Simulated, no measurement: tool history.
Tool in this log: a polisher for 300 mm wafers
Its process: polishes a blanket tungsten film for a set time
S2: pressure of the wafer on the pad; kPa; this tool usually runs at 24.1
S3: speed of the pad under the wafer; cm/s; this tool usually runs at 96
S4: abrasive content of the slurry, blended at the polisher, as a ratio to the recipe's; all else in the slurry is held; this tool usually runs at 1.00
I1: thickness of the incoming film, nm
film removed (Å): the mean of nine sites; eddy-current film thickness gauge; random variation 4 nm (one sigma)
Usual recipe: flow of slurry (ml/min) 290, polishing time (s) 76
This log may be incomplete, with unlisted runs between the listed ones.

{"run": 1, "hour": 0.0, "flow of slurry (ml/min)": 290, "S2": 24.1, "S3": 96, "S4": 1.0, "polishing time (s)": 76, "I1": 903.9, "film removed (Å)": 2582}
{"run": 2, "hour": 10.3, "flow of slurry (ml/min)": 290, "S2": 24.1, "S3": 96, "S4": 1.0, "polishing time (s)": 76, "I1": 905.2, "film removed (Å)": 2610}
{"run": 3, "hour": 26.0, "flow of slurry (ml/min)": 290, "S2": 24.1, "S3": 96, "S4": 1.0, "polishing time (s)": 76, "I1": 917.2, "film removed (Å)": 2579}
{"hour": 32.5, "done": "worn pad replaced by a new one"}
{"run": 4, "hour": 78.1, "flow of slurry (ml/min)": 290, "S2": 24.1, "S3": 96, "S4": 1.0, "polishing time (s)": 76, "I1": 897.9, "film removed (Å)": 2518}
{"run": 5, "hour": 86.8, "flow of slurry (ml/min)": 290, "S2": 24.1, "S3": 96, "S4": 1.0, "polishing time (s)": 94, "I1": 904.6, "film removed (Å)": 3092}
{"run": 6, "hour": 93.3, "flow of slurry (ml/min)": 290, "S2": 24.1, "S3": 122, "S4": 1.15, "polishing time (s)": 76, "I1": 885.0, "film removed (Å)": 3195}
{"hour": 102.6, "done": "slurry tank refilled with fresh slurry and peroxide"}
{"run": 7, "hour": 103.1, "flow of slurry (ml/min)": 385, "S2": 24.1, "S3": 96, "S4": 1.25, "polishing time (s)": 56, "I1": 893.5, "film removed (Å)": 2089}
{"run": 8, "hour": 113.6, "flow of slurry (ml/min)": 290, "S2": 24.1, "S3": 96, "S4": 1.0, "polishing time (s)": 76, "I1": 901.3, "film removed (Å)": 2740}
{"run": 9, "hour": 121.6, "flow of slurry (ml/min)": 250, "S2": 26.9, "S3": 78, "S4": 1.2, "polishing time (s)": 76, "I1": 917.6, "film removed (Å)": 2361}
{"run": 10, "hour": 133.6, "flow of slurry (ml/min)": 290, "S2": 24.1, "S3": 96, "S4": 1.0, "polishing time (s)": 76, "I1": 898.8, "film removed (Å)": 2680}
{"run": 11, "hour": 143.6, "flow of slurry (ml/min)": 290, "S2": 18.6, "S3": 80, "S4": 0.9, "polishing time (s)": 76, "I1": 912.1, "film removed (Å)": 1797}
{"hour": 150.9, "done": "worn pad replaced by a new one"}
{"run": 12, "hour": 151.4, "flow of slurry (ml/min)": 290, "S2": 16.5, "S3": 96, "S4": 0.75, "polishing time (s)": 76, "I1": 897.8, "film removed (Å)": 1963}
{"run": 13, "hour": 157.5, "flow of slurry (ml/min)": 290, "S2": 24.1, "S3": 96, "S4": 1.25, "polishing time (s)": 76, "I1": 891.9, "film removed (Å)": 2744}
{"run": 14, "hour": 170.3, "flow of slurry (ml/min)": 360, "S2": 20.0, "S3": 96, "S4": 0.7, "polishing time (s)": 59, "I1": 895.2, "film removed (Å)": 1679}
{"run": 15, "hour": 180.6, "flow of slurry (ml/min)": 290, "S2": 24.1, "S3": 96, "S4": 1.0, "polishing time (s)": 76, "I1": 900.7, "film removed (Å)": 2555}
{"run": 16, "hour": 194.9, "flow of slurry (ml/min)": 290, "S2": 20.0, "S3": 96, "S4": 1.0, "polishing time (s)": 76, "I1": 903.8, "film removed (Å)": 2224}
{"run": 17, "hour": 220.0, "flow of slurry (ml/min)": 220, "S2": 15.9, "S3": 96, "S4": 0.9, "polishing time (s)": 60, "I1": 902.0, "film removed (Å)": 1412}
{"hour": 223.2, "done": "head pressure recalibrated"}
{"run": 18, "hour": 235.4, "flow of slurry (ml/min)": 320, "S2": 24.1, "S3": 72, "S4": 1.0, "polishing time (s)": 51, "I1": 886.8, "film removed (Å)": 1313}
{"run": 19, "hour": 253.0, "flow of slurry (ml/min)": 365, "S2": 30.3, "S3": 80, "S4": 1.0, "polishing time (s)": 76, "I1": 887.8, "film removed (Å)": 2565}
{"hour": 267.6, "done": "slurry tank refilled with fresh slurry and peroxide"}
{"run": 20, "hour": 268.7, "flow of slurry (ml/min)": 290, "S2": 24.1, "S3": 96, "S4": 1.0, "polishing time (s)": 76, "I1": 901.8, "film removed (Å)": 2777}
{"hour": 271.4, "done": "slurry nozzle cleaned"}
{"hour": 277.5, "done": "worn pad replaced by a new one"}
{"run": 21, "hour": 283.2, "flow of slurry (ml/min)": 290, "S2": 24.1, "S3": 96, "S4": 1.0, "polishing time (s)": 76, "I1": 902.2, "film removed (Å)": 2793}
{"run": 22, "hour": 298.2, "flow of slurry (ml/min)": 290, "S2": 19.3, "S3": 96, "S4": 1.0, "polishing time (s)": 91, "I1": 881.6, "film removed (Å)": 2809}
{"run": 23, "hour": 315.1, "flow of slurry (ml/min)": 290, "S2": 24.1, "S3": 96, "S4": 1.0, "polishing time (s)": 76, "I1": 889.8, "film removed (Å)": 2718}
{"run": 24, "hour": 362.3, "flow of slurry (ml/min)": 290, "S2": 24.1, "S3": 108, "S4": 1.0, "polishing time (s)": 76, "I1": 910.2, "film removed (Å)": 2948}
{"run": 25, "hour": 372.7, "flow of slurry (ml/min)": 290, "S2": 28.3, "S3": 96, "S4": 1.0, "polishing time (s)": 76, "I1": 900.9, "film removed (Å)": 2963}
{"run": 26, "hour": 388.7, "flow of slurry (ml/min)": 195, "S2": 24.1, "S3": 96, "S4": 0.7, "polishing time (s)": 53, "I1": 905.2, "film removed (Å)": 1676}

Predict each of these 5 candidate next runs independently; none follows another, all start after run 26:
{"run": "A", "hour": 389.2, "flow of slurry (ml/min)": 190, "S2": 24.1, "S3": 96, "S4": 1.0, "polishing time (s)": 76, "I1": 897.0, "film removed (Å)": "?"}
{"run": "B", "hour": 389.2, "flow of slurry (ml/min)": 290, "S2": 22.1, "S3": 96, "S4": 1.0, "polishing time (s)": 55, "I1": 897.0, "film removed (Å)": "?"}
{"run": "C", "hour": 389.2, "flow of slurry (ml/min)": 290, "S2": 24.1, "S3": 96, "S4": 1.0, "polishing time (s)": 57, "I1": 897.0, "film removed (Å)": "?"}
{"run": "D", "hour": 389.2, "flow of slurry (ml/min)": 220, "S2": 24.1, "S3": 96, "S4": 1.0, "polishing time (s)": 68, "I1": 897.0, "film removed (Å)": "?"}
{"run": "E", "hour": 389.2, "flow of slurry (ml/min)": 260, "S2": 24.1, "S3": 96, "S4": 1.2, "polishing time (s)": 88, "I1": 897.0, "film removed (Å)": "?"}

run=A film_removed_(Å)=2552
run=B film_removed_(Å)=1772
run=C film_removed_(Å)=1960
run=D film_removed_(Å)=2302
run=E film_removed_(Å)=3099
The same runs, with their run-to-run variation unchanged, on a tool lacking any hidden condition would have given:
run=A film_removed_(Å)=2780
run=B film_removed_(Å)=1930
run=C film_removed_(Å)=2135
run=D film_removed_(Å)=2508
run=E film_removed_(Å)=3376
